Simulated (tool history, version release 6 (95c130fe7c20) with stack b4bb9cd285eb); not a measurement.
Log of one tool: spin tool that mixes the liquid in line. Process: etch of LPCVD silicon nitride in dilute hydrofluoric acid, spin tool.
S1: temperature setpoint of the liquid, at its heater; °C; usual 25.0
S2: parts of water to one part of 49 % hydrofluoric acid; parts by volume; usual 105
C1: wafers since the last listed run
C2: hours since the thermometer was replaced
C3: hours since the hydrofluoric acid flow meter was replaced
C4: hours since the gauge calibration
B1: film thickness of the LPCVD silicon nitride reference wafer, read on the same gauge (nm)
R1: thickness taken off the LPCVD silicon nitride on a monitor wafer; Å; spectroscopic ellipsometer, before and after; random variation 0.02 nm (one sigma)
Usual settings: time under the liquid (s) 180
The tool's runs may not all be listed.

Run 1, day 0.000: usual settings; C1 0; C2 708.1; C3 1273.2; C4 768.5; B1 109.987. Result: R1 9.60 Å.
Run 2, day 1.329: usual settings; C1 146; C2 740.0; C3 1305.1; C4 800.4; B1 110.022. Result: R1 9.86 Å.
Run 3, day 2.004: usual settings but S1 23.5 °C; C1 74; C2 756.2; C3 1321.3; C4 816.6; B1 109.972. Result: R1 8.56 Å.
Run 4, day 2.633: usual settings but S1 23.5 °C; C1 69; C2 771.3; C3 1336.4; C4 831.7; B1 110.035. Result: R1 8.98 Å.
Run 5, day 3.192: usual settings but S2 115 parts by volume; C1 61; C2 784.7; C3 1349.8; C4 845.1; B1 110.007. Result: R1 8.85 Å.
Run 6, day 4.333: usual settings but S2 115 parts by volume; C1 125; C2 812.1; C3 1377.2; C4 872.5; B1 109.993. Result: R1 8.74 Å.
Run 7, day 5.812: usual settings but S2 115 parts by volume; C1 163; C2 847.6; C3 1412.7; C4 908.0; B1 109.983. Result: R1 8.68 Å.
At day 6.158: gauge calibrated.
Run 8, day 7.192: usual settings; C1 152; C2 880.7; C3 1445.8; C4 24.8; B1 109.983. Result: R1 9.63 Å.
Run 9, day 8.554: usual settings; C1 150; C2 913.4; C3 1478.5; C4 57.5; B1 110.021. Result: R1 9.54 Å.
Run 10, day 9.242: usual settings but S2 150 parts by volume, time under the liquid (s) 100; C1 75; C2 929.9; C3 1495.0; C4 74.0; B1 109.976. Result: R1 3.83 Å.
Run 11, day 11.175: usual settings; C1 213; C2 976.3; C3 1541.4; C4 120.4; B1 110.000. Result: R1 9.89 Å.
Run 12, day 12.529: usual settings but S1 22.0 °C, S2 80 parts by volume, time under the liquid (s) 80; C1 149; C2 1008.8; C3 1573.9; C4 152.9; B1 110.020. Result: R1 4.69 Å.
Run 13, day 13.958: usual settings but S2 150 parts by volume, time under the liquid (s) 100; C1 157; C2 1043.1; C3 1608.2; C4 187.2; B1 110.036. Result: R1 3.75 Å.
Run 14, day 15.192: usual settings but S1 21.0 °C, S2 145 parts by volume, time under the liquid (s) 110; C1 136; C2 1072.7; C3 1637.8; C4 216.8; B1 110.053. Result: R1 3.41 Å.
Run 15, day 16.467: usual settings but S2 60 parts by volume, time under the liquid (s) 280; C1 140; C2 1103.3; C3 1668.4; C4 247.4; B1 109.996. Result: R1 25.93 Å.
Run 16, day 17.200: usual settings but S1 22.0 °C, S2 60 parts by volume; C1 80; C2 1120.9; C3 1686.0; C4 265.0; B1 110.022. Result: R1 14.66 Å.
Run 17, day 18.279: usual settings; C1 119; C2 1146.8; C3 1711.9; C4 290.9; B1 109.995. Result: R1 9.58 Å.
At day 18.842: thermometer replaced.
Run 18, day 19.367: usual settings but S2 80 parts by volume, time under the liquid (s) 215; C1 115; C2 12.6; C3 1738.0; C4 317.0; B1 110.014. Result: R1 12.71 Å.
At day 20.296: hydrofluoric acid flow meter replaced.
Run 19, day 20.529: usual settings but S2 60 parts by volume; C1 123; C2 40.5; C3 5.6; C4 344.9; B1 110.045. Result: R1 16.34 Å.
Run 20, day 21.075: usual settings but S1 22.5 °C, S2 120 parts by volume, time under the liquid (s) 280; C1 60; C2 53.6; C3 18.7; C4 358.0; B1 110.010. Result: R1 10.77 Å.
Run 21, day 21.958: usual settings but time under the liquid (s) 110; C1 97; C2 74.8; C3 39.9; C4 379.2; B1 110.014. Result: R1 5.70 Å.
Run 22, day 22.567: usual settings but time under the liquid (s) 225; C1 67; C2 89.4; C3 54.5; C4 393.8; B1 109.962. Result: R1 11.78 Å.
Run 23, day 23.429: usual settings but time under the liquid (s) 130; C1 95; C2 110.1; C3 75.2; C4 414.5; B1 109.996. Result: R1 6.88 Å.
Run 24, day 24.696: usual settings; C1 139; C2 140.5; C3 105.6; C4 444.9; B1 110.019. Result: R1 9.25 Å.
Run 25, day 25.467: usual settings but S2 90 parts by volume, time under the liquid (s) 215; C1 85; C2 159.0; C3 124.1; C4 463.4; B1 109.940. Result: R1 12.84 Å.
Run 26, day 26.012: usual settings but S1 29.0 °C, S2 130 parts by volume, time under the liquid (s) 80; C1 60; C2 172.1; C3 137.2; C4 476.5; B1 110.012. Result: R1 4.15 Å.
Run 27, day 26.842: usual settings but S2 150 parts by volume; C1 91; C2 192.0; C3 157.1; C4 496.4; B1 110.015. Result: R1 6.34 Å.
Run 28, day 27.592: usual settings but S1 22.5 °C; C1 82; C2 210.0; C3 175.1; C4 514.4; B1 109.970. Result: R1 7.89 Å.
Run 29, day 28.704: usual settings but S1 27.0 °C, S2 140 parts by volume, time under the liquid (s) 270; C1 122; C2 236.7; C3 201.8; C4 541.1; B1 109.981. Result: R1 11.93 Å.
Run 30, day 30.200: usual settings but S1 29.0 °C, time under the liquid (s) 225; C1 164; C2 272.6; C3 237.7; C4 577.0; B1 109.993. Result: R1 14.58 Å.
Run 31, day 30.862: usual settings but S1 27.0 °C, time under the liquid (s) 245; C1 73; C2 288.5; C3 253.6; C4 592.9; B1 109.965. Result: R1 14.35 Å.

The tool's hidden state at each run:
gauge reads high (%): 0 in every run
H1: liquid hotter than its thermometer reads (K)
H2: hydrofluoric acid flow below the setpoint (%)
run     H1    H2
  1   1.84  8.83
  2   1.92  9.03
  3   1.95  9.13
  4   1.99  9.22
  5   2.02   9.3
  6   2.08  9.47
  7   2.16  9.69
  8   2.23  9.89
  9   2.31  10.1
 10   2.34  10.2
 11   2.45  10.5
 12   2.52  10.7
 13    2.6  10.9
 14   2.66  11.1
 15   2.73  11.3
 16   2.77  11.4
 17   2.83  11.5
 18  0.107  11.7
 19   0.17  1.88
 20    0.2  1.96
 21  0.247  2.09
 22   0.28  2.18
 23  0.327  2.31
 24  0.395  2.49
 25  0.437  2.61
 26  0.466  2.69
 27  0.511  2.81
 28  0.551  2.92
 29  0.611  3.09
 30  0.692  3.31
 31  0.728   3.4
